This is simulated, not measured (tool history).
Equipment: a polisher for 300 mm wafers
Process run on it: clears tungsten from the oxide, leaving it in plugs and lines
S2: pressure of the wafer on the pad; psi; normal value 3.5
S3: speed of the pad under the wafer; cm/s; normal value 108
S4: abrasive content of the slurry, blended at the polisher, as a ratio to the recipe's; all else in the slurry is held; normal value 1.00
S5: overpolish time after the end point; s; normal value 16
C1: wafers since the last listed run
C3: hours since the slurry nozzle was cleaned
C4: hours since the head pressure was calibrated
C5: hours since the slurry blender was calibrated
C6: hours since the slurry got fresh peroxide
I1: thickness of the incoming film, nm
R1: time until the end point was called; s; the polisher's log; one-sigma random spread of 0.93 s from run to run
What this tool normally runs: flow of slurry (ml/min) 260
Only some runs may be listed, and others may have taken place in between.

run 1 hour=0.0 | flow_of_slurry_(ml/min)=260 S2=3.5 S3=90 S4=1.00 S5=16 | C1=0 wafers_polished_on_this_pad=1748 C3=173.7 C4=710.2 C5=152.0 C6=101.5 | I1=400.0 | R1=132.3
-- hour=15.3 slurry blender recalibrated
-- hour=28.5 worn pad replaced by a new one
run 2 hour=29.0 | flow_of_slurry_(ml/min)=260 S2=3.5 S3=124 S4=1.00 S5=16 | C1=308 wafers_polished_on_this_pad=7 C3=202.7 C4=739.2 C5=13.7 C6=130.5 | I1=403.0 | R1=96.1
-- hour=51.6 slurry tank refilled with fresh slurry and peroxide
run 3 hour=58.0 | flow_of_slurry_(ml/min)=260 S2=3.5 S3=124 S4=1.00 S5=16 | C1=375 wafers_polished_on_this_pad=382 C3=231.7 C4=768.2 C5=42.7 C6=6.4 | I1=398.5 | R1=96.4
run 4 hour=84.6 | flow_of_slurry_(ml/min)=260 S2=3.5 S3=124 S4=1.00 S5=16 | C1=356 wafers_polished_on_this_pad=738 C3=258.3 C4=794.8 C5=69.3 C6=33.0 | I1=404.3 | R1=97.7
run 5 hour=103.4 | flow_of_slurry_(ml/min)=260 S2=3.5 S3=108 S4=1.00 S5=16 | C1=251 wafers_polished_on_this_pad=990 C3=277.1 C4=813.6 C5=88.1 C6=51.8 | I1=397.8 | R1=110.7
run 6 hour=118.6 | flow_of_slurry_(ml/min)=260 S2=3.5 S3=108 S4=1.00 S5=16 | C1=203 wafers_polished_on_this_pad=1193 C3=292.3 C4=828.8 C5=103.3 C6=67.0 | I1=402.6 | R1=114.5
-- hour=154.4 worn pad replaced by a new one
run 7 hour=154.9 | flow_of_slurry_(ml/min)=260 S2=3.5 S3=108 S4=1.00 S5=16 | C1=432 wafers_polished_on_this_pad=6 C3=328.6 C4=865.1 C5=139.6 C6=103.3 | I1=395.3 | R1=110.9
run 8 hour=168.7 | flow_of_slurry_(ml/min)=260 S2=3.5 S3=118 S4=1.00 S5=16 | C1=184 wafers_polished_on_this_pad=191 C3=342.4 C4=878.9 C5=153.4 C6=117.1 | I1=403.6 | R1=103.2
-- hour=170.9 slurry blender recalibrated
run 9 hour=187.9 | flow_of_slurry_(ml/min)=260 S2=3.5 S3=118 S4=1.00 S5=16 | C1=230 wafers_polished_on_this_pad=421 C3=361.6 C4=898.1 C5=17.0 C6=136.3 | I1=406.8 | R1=103.7
run 10 hour=208.2 | flow_of_slurry_(ml/min)=330 S2=3.5 S3=108 S4=1.00 S5=16 | C1=271 wafers_polished_on_this_pad=693 C3=381.9 C4=918.4 C5=37.3 C6=156.6 | I1=397.9 | R1=109.3
-- hour=212.0 slurry tank refilled with fresh slurry and peroxide
run 11 hour=224.7 | flow_of_slurry_(ml/min)=330 S2=3.5 S3=108 S4=1.00 S5=16 | C1=207 wafers_polished_on_this_pad=901 C3=398.4 C4=934.9 C5=53.8 C6=12.7 | I1=402.7 | R1=111.8
run 12 hour=250.0 | flow_of_slurry_(ml/min)=330 S2=3.5 S3=108 S4=1.00 S5=16 | C1=338 wafers_polished_on_this_pad=1240 C3=423.7 C4=960.2 C5=79.1 C6=38.0 | I1=403.4 | R1=111.1
-- hour=253.5 slurry nozzle cleaned
run 13 hour=277.1 | flow_of_slurry_(ml/min)=260 S2=3.5 S3=108 S4=1.00 S5=16 | C1=349 wafers_polished_on_this_pad=1589 C3=23.6 C4=987.3 C5=106.2 C6=65.1 | I1=393.6 | R1=107.7
-- hour=283.5 worn pad replaced by a new one
run 14 hour=295.1 | flow_of_slurry_(ml/min)=260 S2=3.5 S3=108 S4=0.75 S5=16 | C1=187 wafers_polished_on_this_pad=155 C3=41.6 C4=1005.3 C5=124.2 C6=83.1 | I1=399.5 | R1=119.2
run 15 hour=331.0 | flow_of_slurry_(ml/min)=260 S2=3.5 S3=108 S4=1.00 S5=16 | C1=480 wafers_polished_on_this_pad=636 C3=77.5 C4=1041.2 C5=160.1 C6=119.0 | I1=403.7 | R1=110.5
-- hour=341.4 slurry blender recalibrated
run 16 hour=343.4 | flow_of_slurry_(ml/min)=260 S2=3.5 S3=108 S4=1.00 S5=16 | C1=139 wafers_polished_on_this_pad=775 C3=89.9 C4=1053.6 C5=2.0 C6=131.4 | I1=395.1 | R1=107.4
run 17 hour=360.1 | flow_of_slurry_(ml/min)=260 S2=3.5 S3=108 S4=0.90 S5=16 | C1=223 wafers_polished_on_this_pad=999 C3=106.6 C4=1070.3 C5=18.7 C6=148.1 | I1=404.2 | R1=114.1
-- hour=368.9 slurry tank refilled with fresh slurry and peroxide
-- hour=381.8 head pressure recalibrated
run 18 hour=382.3 | flow_of_slurry_(ml/min)=210 S2=3.5 S3=108 S4=1.00 S5=16 | C1=257 wafers_polished_on_this_pad=1256 C3=128.8 C4=0.5 C5=40.9 C6=13.4 | I1=397.9 | R1=112.4
run 19 hour=408.2 | flow_of_slurry_(ml/min)=205 S2=3.5 S3=142 S4=1.00 S5=16 | C1=346 wafers_polished_on_this_pad=1603 C3=154.7 C4=26.4 C5=66.8 C6=39.3 | I1=402.7 | R1=86.6
-- hour=429.1 worn pad replaced by a new one
run 20 hour=431.0 | flow_of_slurry_(ml/min)=260 S2=3.5 S3=130 S4=1.00 S5=10 | C1=251 wafers_polished_on_this_pad=25 C3=177.5 C4=49.2 C5=89.6 C6=62.1 | I1=402.0 | R1=92.8
run 21 hour=459.8 | flow_of_slurry_(ml/min)=260 S2=3.5 S3=140 S4=1.20 S5=16 | C1=385 wafers_polished_on_this_pad=411 C3=206.3 C4=78.0 C5=118.4 C6=90.9 | I1=391.7 | R1=79.4
-- hour=498.6 slurry tank refilled with fresh slurry and peroxide
-- hour=505.0 slurry blender recalibrated
run 22 hour=552.9 | flow_of_slurry_(ml/min)=215 S2=2.5 S3=108 S4=1.00 S5=16 | C1=1206 wafers_polished_on_this_pad=1618 C3=299.4 C4=171.1 C5=47.9 C6=54.3 | I1=405.4 | R1=161.4
-- hour=585.4 worn pad replaced by a new one
run 23 hour=585.9 | flow_of_slurry_(ml/min)=190 S2=2.9 S3=90 S4=1.25 S5=16 | C1=388 wafers_polished_on_this_pad=6 C3=332.4 C4=204.1 C5=80.9 C6=87.3 | I1=398.9 | R1=156.1
run 24 hour=609.3 | flow_of_slurry_(ml/min)=335 S2=3.0 S3=78 S4=1.00 S5=7 | C1=313 wafers_polished_on_this_pad=319 C3=355.8 C4=227.5 C5=104.3 C6=110.7 | I1=401.0 | R1=180.5
run 25 hour=636.3 | flow_of_slurry_(ml/min)=260 S2=3.5 S3=108 S4=1.00 S5=9 | C1=361 wafers_polished_on_this_pad=681 C3=382.8 C4=254.5 C5=131.3 C6=137.7 | I1=392.6 | R1=110.6
-- hour=639.2 slurry tank refilled with fresh slurry and peroxide
run 26 hour=672.0 | flow_of_slurry_(ml/min)=260 S2=3.5 S3=108 S4=1.00 S5=16 | C1=464 wafers_polished_on_this_pad=1145 C3=418.5 C4=290.2 C5=167.0 C6=32.8 | I1=397.6 | R1=113.8

Selected run-to-run steps in R1, each split into two signed amounts: the part the tool would show with no hidden state at all (from settings, incoming material and random variation), and the remainder, which goes to the hidden state together with any gauge scatter not common to the measured and the hidden-state-free results:
What the log doesn't record here: removal rate lost through wear of the pad, %; slurry flow missing at the pad, %; deviation of the head's pressure from its setpoint, %; abrasive missing from the slurry, %; peroxide lost from the slurry, %.
Run 12 -> 13: flow of slurry (ml/min) 330 -> 260, slurry nozzle cleaned. R1 -3.4 s: hidden state -2.9, all else -0.5.
Run 21 -> 22: flow of slurry (ml/min) 260 -> 215, S2 3.5 -> 2.5, S3 140 -> 108, S4 1.20 -> 1.00, slurry tank refilled with fresh slurry and peroxide, slurry blender recalibrated. R1 +82.0 s: hidden state +3.3, all else +78.7.
Run 24 -> 25: flow of slurry (ml/min) 335 -> 260, S2 3.0 -> 3.5, S3 78 -> 108, S5 7 -> 9. R1 -69.9 s: hidden state -1.0, all else -68.9.

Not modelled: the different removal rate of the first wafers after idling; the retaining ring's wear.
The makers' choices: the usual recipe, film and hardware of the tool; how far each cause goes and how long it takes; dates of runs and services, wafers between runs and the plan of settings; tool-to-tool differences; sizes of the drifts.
